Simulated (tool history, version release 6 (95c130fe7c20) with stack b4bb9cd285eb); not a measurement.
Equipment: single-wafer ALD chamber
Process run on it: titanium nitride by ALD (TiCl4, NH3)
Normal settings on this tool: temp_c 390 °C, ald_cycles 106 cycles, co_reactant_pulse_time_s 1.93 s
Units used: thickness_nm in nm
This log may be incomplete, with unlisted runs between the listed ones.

| run | hour | temp_c | ald_cycles | co_reactant_pulse_time_s | wafers since the last listed run | hours since the last thermocouple change | hours since the showerhead was replaced | hours since the gauge calibration | read-back reference wafer on the same gauge, thickness_nm | thickness_nm |
|---|---|---|---|---|---|---|---|---|---|---|
| 1 | 0.0 | 390 | 106 | 1.93 | 0 | 444.6 | 3845.8 | 2183.9 | 2.593 | 2.208 |
| 2 | 65.5 | 390 | 106 | 1.93 | 141 | 510.1 | 3911.3 | 2249.4 | 2.590 | 2.211 |
| 3 | 159.3 | 390 | 106 | 1.93 | 203 | 603.9 | 4005.1 | 2343.2 | 2.592 | 2.216 |
| 4 | 253.6 | 390 | 106 | 1.93 | 204 | 698.2 | 4099.4 | 2437.5 | 2.590 | 2.212 |
| 5 | 359.3 | 381 | 106 | 1.93 | 228 | 803.9 | 4205.1 | 2543.2 | 2.587 | 2.197 |
| 6 | 450.7 | 381 | 106 | 1.93 | 197 | 895.3 | 4296.5 | 2634.6 | 2.589 | 2.189 |
| 7 | 505.3 | 390 | 119 | 1.93 | 118 | 949.9 | 4351.1 | 2689.2 | 2.591 | 2.490 |
| 8 | 560.1 | 390 | 119 | 1.93 | 118 | 1004.7 | 4405.9 | 2744.0 | 2.589 | 2.482 |
| 9 | 639.6 | 390 | 106 | 1.93 | 172 | 1084.2 | 4485.4 | 2823.5 | 2.589 | 2.211 |
|  | 832.1 | gauge calibrated |
| 10 | 951.3 | 390 | 106 | 1.93 | 674 | 1395.9 | 4797.1 | 119.2 | 2.591 | 2.211 |
| 11 | 1028.9 | 390 | 106 | 1.93 | 168 | 1473.5 | 4874.7 | 196.8 | 2.591 | 2.218 |
| 12 | 1124.0 | 390 | 106 | 1.93 | 205 | 1568.6 | 4969.8 | 291.9 | 2.590 | 2.214 |
| 13 | 1225.0 | 387 | 106 | 1.93 | 218 | 1669.6 | 5070.8 | 392.9 | 2.591 | 2.211 |
| 14 | 1306.8 | 387 | 106 | 1.93 | 177 | 1751.4 | 5152.6 | 474.7 | 2.591 | 2.201 |
| 15 | 1404.4 | 387 | 106 | 1.93 | 211 | 1849.0 | 5250.2 | 572.3 | 2.592 | 2.199 |
| 16 | 1486.6 | 390 | 98 | 1.93 | 177 | 1931.2 | 5332.4 | 654.5 | 2.589 | 2.051 |
| 17 | 1577.6 | 390 | 106 | 1.93 | 197 | 2022.2 | 5423.4 | 745.5 | 2.590 | 2.224 |
| 18 | 1614.7 | 382 | 106 | 1.93 | 80 | 2059.3 | 5460.5 | 782.6 | 2.585 | 2.199 |
| 19 | 1719.9 | 390 | 106 | 1.93 | 227 | 2164.5 | 5565.7 | 887.8 | 2.589 | 2.214 |
| 20 | 1968.7 | 399 | 112 | 2.61 | 538 | 2413.3 | 5814.5 | 1136.6 | 2.592 | 2.384 |
| 21 | 2064.0 | 390 | 106 | 1.93 | 206 | 2508.6 | 5909.8 | 1231.9 | 2.591 | 2.209 |
| 22 | 2143.2 | 390 | 114 | 1.43 | 171 | 2587.8 | 5989.0 | 1311.1 | 2.592 | 2.352 |
| 23 | 2218.9 | 381 | 106 | 1.93 | 163 | 2663.5 | 6064.7 | 1386.8 | 2.591 | 2.184 |
| 24 | 2288.5 | 390 | 114 | 1.93 | 150 | 2733.1 | 6134.3 | 1456.4 | 2.589 | 2.390 |
| 25 | 2389.5 | 395 | 86 | 1.70 | 218 | 2834.1 | 6235.3 | 1557.4 | 2.589 | 1.801 |
| 26 | 2443.9 | 390 | 113 | 1.93 | 117 | 2888.5 | 6289.7 | 1611.8 | 2.589 | 2.357 |
|  | 2506.4 | showerhead replaced |
| 27 | 2539.4 | 390 | 106 | 1.93 | 189 | 2984.0 | 33.0 | 1707.3 | 2.590 | 2.227 |
|  | 2555.1 | thermocouple changed; heater temperature recalibrated |
| 28 | 2633.6 | 399 | 106 | 1.67 | 186 | 78.5 | 127.2 | 1801.5 | 2.590 | 2.222 |
| 29 | 2739.6 | 397 | 106 | 1.58 | 229 | 184.5 | 233.2 | 1907.5 | 2.591 | 2.223 |
| 30 | 2776.9 | 390 | 106 | 2.20 | 80 | 221.8 | 270.5 | 1944.8 | 2.591 | 2.227 |
| 31 | 2883.7 | 379 | 106 | 1.93 | 231 | 328.6 | 377.3 | 2051.6 | 2.593 | 2.199 |
| 32 | 2960.3 | 390 | 93 | 1.27 | 165 | 405.2 | 453.9 | 2128.2 | 2.589 | 1.902 |
| 33 | 3087.1 | 390 | 106 | 1.93 | 274 | 532.0 | 580.7 | 2255.0 | 2.591 | 2.204 |
| 34 | 3128.0 | 379 | 106 | 2.16 | 88 | 572.9 | 621.6 | 2295.9 | 2.593 | 2.196 |
| 35 | 3168.3 | 390 | 106 | 1.18 | 87 | 613.2 | 661.9 | 2336.2 | 2.588 | 2.162 |
| 36 | 3267.4 | 390 | 106 | 1.93 | 214 | 712.3 | 761.0 | 2435.3 | 2.591 | 2.211 |
| 37 | 3369.4 | 390 | 120 | 1.93 | 220 | 814.3 | 863.0 | 2537.3 | 2.591 | 2.514 |
| 38 | 3406.0 | 390 | 106 | 1.18 | 79 | 850.9 | 899.6 | 2573.9 | 2.590 | 2.173 |
| 39 | 3486.6 | 390 | 106 | 1.93 | 174 | 931.5 | 980.2 | 2654.5 | 2.589 | 2.214 |
| 40 | 3549.2 | 390 | 106 | 1.93 | 135 | 994.1 | 1042.8 | 2717.1 | 2.589 | 2.217 |
| 41 | 3634.5 | 385 | 93 | 1.47 | 184 | 1079.4 | 1128.1 | 2802.4 | 2.588 | 1.900 |

3 options for the next run, each taken on its own from the tool as it stands now. Forecast them:
| A | 3635.1 | 390 | 106 | 1.93 | 1 | 1080.0 | 1128.7 | 2803.0 | ? | ? |
| B | 3635.1 | 397 | 106 | 1.93 | 1 | 1080.0 | 1128.7 | 2803.0 | ? | ? |
| C | 3635.1 | 403 | 92 | 2.17 | 1 | 1080.0 | 1128.7 | 2803.0 | ? | ? |

| run | read-back reference wafer on the same gauge, thickness_nm | thickness_nm |
|---|---|---|
| A | 2.591 | 2.210 |
| B | 2.591 | 2.227 |
| C | 2.591 | 1.947 |
With the hidden condition removed and each run's random variation left untouched, the same runs would have given:
| run | thickness_nm |
|---|---|
| A | 2.210 |
| B | 2.227 |
| C | 1.947 |
